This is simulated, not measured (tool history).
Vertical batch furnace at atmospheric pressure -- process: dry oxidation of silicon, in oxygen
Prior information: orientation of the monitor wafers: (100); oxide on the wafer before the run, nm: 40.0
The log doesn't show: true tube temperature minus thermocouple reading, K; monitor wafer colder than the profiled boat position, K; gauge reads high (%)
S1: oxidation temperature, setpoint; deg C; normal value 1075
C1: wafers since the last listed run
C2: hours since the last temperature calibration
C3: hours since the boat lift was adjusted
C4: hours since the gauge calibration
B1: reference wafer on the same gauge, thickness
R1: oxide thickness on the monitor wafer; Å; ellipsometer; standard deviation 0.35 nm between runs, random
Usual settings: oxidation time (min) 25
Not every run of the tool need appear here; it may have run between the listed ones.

{"run": 1, "hour": 0.0, "S1": 1060, "oxidation time (min)": 25, "C1": 0, "C2": 831.3, "C3": 2644.7, "C4": 1941.5, "B1": 61.58, "R1": 673.2}
{"run": 2, "hour": 59.6, "S1": 1075, "oxidation time (min)": 25, "C1": 853, "C2": 890.9, "C3": 2704.3, "C4": 2001.1, "B1": 61.65, "R1": 722.1}
{"run": 3, "hour": 96.9, "S1": 1075, "oxidation time (min)": 25, "C1": 534, "C2": 928.2, "C3": 2741.6, "C4": 2038.4, "B1": 61.65, "R1": 735.1}
{"run": 4, "hour": 138.2, "S1": 1075, "oxidation time (min)": 25, "C1": 591, "C2": 969.5, "C3": 2782.9, "C4": 2079.7, "B1": 61.45, "R1": 725.7}
{"run": 5, "hour": 168.3, "S1": 1075, "oxidation time (min)": 25, "C1": 431, "C2": 999.6, "C3": 2813, "C4": 2109.8, "B1": 61.43, "R1": 724.8}
{"run": 6, "hour": 221.8, "S1": 1075, "oxidation time (min)": 25, "C1": 766, "C2": 1053.1, "C3": 2866.5, "C4": 2163.3, "B1": 61.55, "R1": 722.5}
{"run": 7, "hour": 276.4, "S1": 1075, "oxidation time (min)": 32.5, "C1": 781, "C2": 1107.7, "C3": 2921.1, "C4": 2217.9, "B1": 61.52, "R1": 814.8}
{"run": 8, "hour": 318.1, "S1": 1075, "oxidation time (min)": 32.5, "C1": 597, "C2": 1149.4, "C3": 2962.8, "C4": 2259.6, "B1": 61.42, "R1": 813.6}
{"run": 9, "hour": 379.8, "S1": 1075, "oxidation time (min)": 32.5, "C1": 883, "C2": 1211.1, "C3": 3024.5, "C4": 2321.3, "B1": 61.49, "R1": 819.5}
{"run": 10, "hour": 434.6, "S1": 1075, "oxidation time (min)": 25, "C1": 784, "C2": 1265.9, "C3": 3079.3, "C4": 2376.1, "B1": 61.48, "R1": 726.4}
{"run": 11, "hour": 475.0, "S1": 1075, "oxidation time (min)": 25, "C1": 578, "C2": 1306.3, "C3": 3119.7, "C4": 2416.5, "B1": 61.53, "R1": 728.9}
{"run": 12, "hour": 540.1, "S1": 1075, "oxidation time (min)": 25, "C1": 932, "C2": 1371.4, "C3": 3184.8, "C4": 2481.6, "B1": 61.58, "R1": 724.2}
{"run": 13, "hour": 601.8, "S1": 1075, "oxidation time (min)": 25, "C1": 883, "C2": 1433.1, "C3": 3246.5, "C4": 2543.3, "B1": 61.56, "R1": 730}
{"run": 14, "hour": 653.5, "S1": 1075, "oxidation time (min)": 25, "C1": 740, "C2": 1484.8, "C3": 3298.2, "C4": 2595, "B1": 61.56, "R1": 731.8}
{"run": 15, "hour": 684.4, "S1": 1075, "oxidation time (min)": 25, "C1": 442, "C2": 1515.7, "C3": 3329.1, "C4": 2625.9, "B1": 61.62, "R1": 731.2}
{"run": 16, "hour": 715.9, "S1": 1080, "oxidation time (min)": 25, "C1": 451, "C2": 1547.2, "C3": 3360.6, "C4": 2657.4, "B1": 61.4, "R1": 746.3}
{"run": 17, "hour": 779.5, "S1": 1067, "oxidation time (min)": 36, "C1": 910, "C2": 1610.8, "C3": 3424.2, "C4": 2721, "B1": 61.49, "R1": 811.9}
{"hour": 854.2, "done": "boat lift adjusted"}
{"run": 18, "hour": 854.7, "S1": 1062, "oxidation time (min)": 25, "C1": 733, "C2": 1686, "C3": 0.5, "C4": 2796.2, "B1": 61.52, "R1": 691.7}
{"hour": 902.8, "done": "gauge calibrated"}
{"run": 19, "hour": 915.8, "S1": 1075, "oxidation time (min)": 25, "C1": 874, "C2": 1747.1, "C3": 61.6, "C4": 13, "B1": 61.48, "R1": 730}
{"run": 20, "hour": 985.0, "S1": 1051, "oxidation time (min)": 25, "C1": 990, "C2": 1816.3, "C3": 130.8, "C4": 82.2, "B1": 61.51, "R1": 652.6}
{"run": 21, "hour": 1031.0, "S1": 1075, "oxidation time (min)": 35, "C1": 658, "C2": 1862.3, "C3": 176.8, "C4": 128.2, "B1": 61.56, "R1": 842.7}
{"run": 22, "hour": 1095.0, "S1": 1075, "oxidation time (min)": 25, "C1": 916, "C2": 1926.3, "C3": 240.8, "C4": 192.2, "B1": 61.46, "R1": 732.6}
{"run": 23, "hour": 1157.1, "S1": 1098, "oxidation time (min)": 16, "C1": 889, "C2": 1988.4, "C3": 302.9, "C4": 254.3, "B1": 61.39, "R1": 684.3}
{"run": 24, "hour": 1197.7, "S1": 1075, "oxidation time (min)": 15, "C1": 581, "C2": 2029, "C3": 343.5, "C4": 294.9, "B1": 61.37, "R1": 611.6}
{"hour": 1277.4, "done": "thermocouples replaced and temperature profile calibrated"}
{"run": 25, "hour": 1317.4, "S1": 1075, "oxidation time (min)": 25, "C1": 1370, "C2": 40, "C3": 463.2, "C4": 414.6, "B1": 61.48, "R1": 708.5}
{"run": 26, "hour": 1381.7, "S1": 1088, "oxidation time (min)": 16, "C1": 920, "C2": 104.3, "C3": 527.5, "C4": 478.9, "B1": 61.38, "R1": 644.3}
{"run": 27, "hour": 1415.2, "S1": 1065, "oxidation time (min)": 19.5, "C1": 479, "C2": 137.8, "C3": 561, "C4": 512.4, "B1": 61.44, "R1": 623}
{"run": 28, "hour": 1457.2, "S1": 1075, "oxidation time (min)": 34.5, "C1": 601, "C2": 179.8, "C3": 603, "C4": 554.4, "B1": 61.61, "R1": 810.2}
{"run": 29, "hour": 1496.3, "S1": 1075, "oxidation time (min)": 16.5, "C1": 559, "C2": 218.9, "C3": 642.1, "C4": 593.5, "B1": 61.41, "R1": 618.8}
{"run": 30, "hour": 1565.4, "S1": 1075, "oxidation time (min)": 29.5, "C1": 989, "C2": 288, "C3": 711.2, "C4": 662.6, "B1": 61.45, "R1": 763.7}
{"run": 31, "hour": 1614.4, "S1": 1093, "oxidation time (min)": 14, "C1": 701, "C2": 337, "C3": 760.2, "C4": 711.6, "B1": 61.43, "R1": 629.6}
{"run": 32, "hour": 1647.1, "S1": 1088, "oxidation time (min)": 34, "C1": 468, "C2": 369.7, "C3": 792.9, "C4": 744.3, "B1": 61.48, "R1": 878.8}
{"run": 33, "hour": 1684.9, "S1": 1099, "oxidation time (min)": 33, "C1": 541, "C2": 407.5, "C3": 830.7, "C4": 782.1, "B1": 61.51, "R1": 914.3}
{"run": 34, "hour": 1735.7, "S1": 1083, "oxidation time (min)": 19.5, "C1": 727, "C2": 458.3, "C3": 881.5, "C4": 832.9, "B1": 61.53, "R1": 680.4}
{"run": 35, "hour": 1798.2, "S1": 1075, "oxidation time (min)": 25, "C1": 894, "C2": 520.8, "C3": 944, "C4": 895.4, "B1": 61.4, "R1": 720.6}
{"run": 36, "hour": 1832.4, "S1": 1065, "oxidation time (min)": 34.5, "C1": 489, "C2": 555, "C3": 978.2, "C4": 929.6, "B1": 61.46, "R1": 788.3}
{"run": 37, "hour": 1902.2, "S1": 1075, "oxidation time (min)": 25, "C1": 999, "C2": 624.8, "C3": 1048, "C4": 999.4, "B1": 61.5, "R1": 727.8}
{"run": 38, "hour": 1930.6, "S1": 1063, "oxidation time (min)": 36, "C1": 406, "C2": 653.2, "C3": 1076.4, "C4": 1027.8, "B1": 61.6, "R1": 786.6}
{"run": 39, "hour": 1991.9, "S1": 1060, "oxidation time (min)": 32.5, "C1": 877, "C2": 714.5, "C3": 1137.7, "C4": 1089.1, "B1": 61.5, "R1": 750.4}

What if the next run were any one of these 4? Each begins from the tool's condition after run 39:
{"run": "A", "hour": 1995.9, "S1": 1075, "oxidation time (min)": 25, "C1": 57, "C2": 718.5, "C3": 1141.7, "C4": 1093.1, "B1": "?", "R1": "?"}
{"run": "B", "hour": 1995.9, "S1": 1057, "oxidation time (min)": 25, "C1": 57, "C2": 718.5, "C3": 1141.7, "C4": 1093.1, "B1": "?", "R1": "?"}
{"run": "C", "hour": 1995.9, "S1": 1096, "oxidation time (min)": 18, "C1": 57, "C2": 718.5, "C3": 1141.7, "C4": 1093.1, "B1": "?", "R1": "?"}
{"run": "D", "hour": 1995.9, "S1": 1075, "oxidation time (min)": 28, "C1": 57, "C2": 718.5, "C3": 1141.7, "C4": 1093.1, "B1": "?", "R1": "?"}

run=A B1=61.53 R1=724.5
run=B B1=61.53 R1=664.5
run=C B1=61.53 R1=705.6
run=D B1=61.53 R1=758.4
Take away the tool's hidden state, keep each run's random variation, and the runs would have read:
run=A R1=711.2
run=B R1=653
run=C R1=694
run=D R1=744.1
